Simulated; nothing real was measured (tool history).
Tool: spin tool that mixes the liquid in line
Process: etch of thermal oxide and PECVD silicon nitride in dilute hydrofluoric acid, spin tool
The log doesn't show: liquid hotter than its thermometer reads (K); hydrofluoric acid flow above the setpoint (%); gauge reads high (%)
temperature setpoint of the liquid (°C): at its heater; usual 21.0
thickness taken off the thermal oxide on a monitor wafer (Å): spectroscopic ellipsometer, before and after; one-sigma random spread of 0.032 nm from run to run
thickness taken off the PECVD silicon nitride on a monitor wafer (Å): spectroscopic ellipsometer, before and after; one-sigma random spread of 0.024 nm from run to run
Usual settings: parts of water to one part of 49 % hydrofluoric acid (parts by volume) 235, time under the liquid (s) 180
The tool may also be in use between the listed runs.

run    hour  temperature setpoint of the liquid (°C)  parts of water to one part of 49 % hydrofluoric acid (parts by volume)  time under the liquid (s)  wafers since the last listed run  hours since the thermometer was replaced  hours since the hydrofluoric acid flow meter was replaced  hours since the gauge calibration  read-back film thickness of the thermal oxide reference wafer, read on the same gauge (nm)  read-back film thickness of the PECVD silicon nitride reference wafer, read on the same gauge (nm)  thickness taken off the thermal oxide on a monitor wafer (Å)  thickness taken off the PECVD silicon nitride on a monitor wafer (Å)
  1     0.0                                     21.0                                                                     290                        180                                 0                                     372.2                                                     1090.7                              556.1                                                                                      50.003                                                                                             130.004                                                         22.11                                                                 31.24
  2    70.2                                     21.0                                                                     235                        180                               650                                     442.4                                                     1160.9                              626.3                                                                                      50.005                                                                                             130.016                                                         28.40                                                                 39.08
  3   121.1                                     21.0                                                                     235                        180                               471                                     493.3                                                     1211.8                              677.2                                                                                      50.016                                                                                             129.990                                                         28.43                                                                 38.58
      182.3  -- thermometer replaced
      184.2  -- gauge calibrated
  4   199.0                                     21.0                                                                     235                        180                               712                                      16.7                                                     1289.7                               14.8                                                                                      49.981                                                                                             130.016                                                         28.26                                                                 38.86
  5   291.2                                     21.0                                                                     195                        245                               854                                     108.9                                                     1381.9                              107.0                                                                                      49.974                                                                                             129.981                                                         47.93                                                                 63.12
  6   369.3                                     21.0                                                                     195                        245                               723                                     187.0                                                     1460.0                              185.1                                                                                      49.994                                                                                             129.979                                                         49.15                                                                 64.28
  7   415.4                                     21.0                                                                     195                        245                               427                                     233.1                                                     1506.1                              231.2                                                                                      49.985                                                                                             130.014                                                         49.39                                                                 64.81
  8   493.8                                     24.5                                                                     160                        180                               726                                     311.5                                                     1584.5                              309.6                                                                                      50.015                                                                                             129.995                                                         52.28                                                                 71.64
  9   597.4                                     18.0                                                                     345                        125                               960                                     415.1                                                     1688.1                              413.2                                                                                      50.001                                                                                             130.035                                                         11.48                                                                 15.51
      669.5  -- thermometer replaced
 10   694.4                                     21.0                                                                     235                        265                               889                                      24.9                                                     1785.1                              510.2                                                                                      50.020                                                                                             130.031                                                         43.27                                                                 58.34
 11   799.8                                     21.0                                                                     235                        180                               976                                     130.3                                                     1890.5                              615.6                                                                                      50.000                                                                                             129.998                                                         29.98                                                                 40.31
      830.2  -- hydrofluoric acid flow meter replaced
      844.1  -- gauge calibrated
 12   893.3                                     21.0                                                                     320                         75                               857                                     223.8                                                       63.1                               49.2                                                                                      49.997                                                                                             130.018                                                          7.15                                                                 11.10
 13   958.1                                     17.0                                                                     205                        220                               600                                     288.6                                                      127.9                              114.0                                                                                      49.985                                                                                             129.993                                                         32.31                                                                 38.90
 14  1039.5                                     21.0                                                                     235                        180                               754                                     370.0                                                      209.3                              195.4                                                                                      50.020                                                                                             130.000                                                         26.18                                                                 36.48
 15  1142.1                                     22.5                                                                     235                        120                               950                                     472.6                                                      311.9                              298.0                                                                                      50.007                                                                                             129.997                                                         18.69                                                                 27.25

The tool's hidden state at each run:
liquid hotter than its thermometer reads (K): 0 on each run
gauge reads high (%): 0 on each run
H1: hydrofluoric acid flow above the setpoint (%)
run     H1
  1   6.98
  2    7.4
  3    7.7
  4   8.16
  5   8.71
  6   9.18
  7   9.46
  8   9.92
  9   10.5
 10   11.1
 11   11.7
 12  0.427
 13  0.814
 14    1.3
 15   1.91
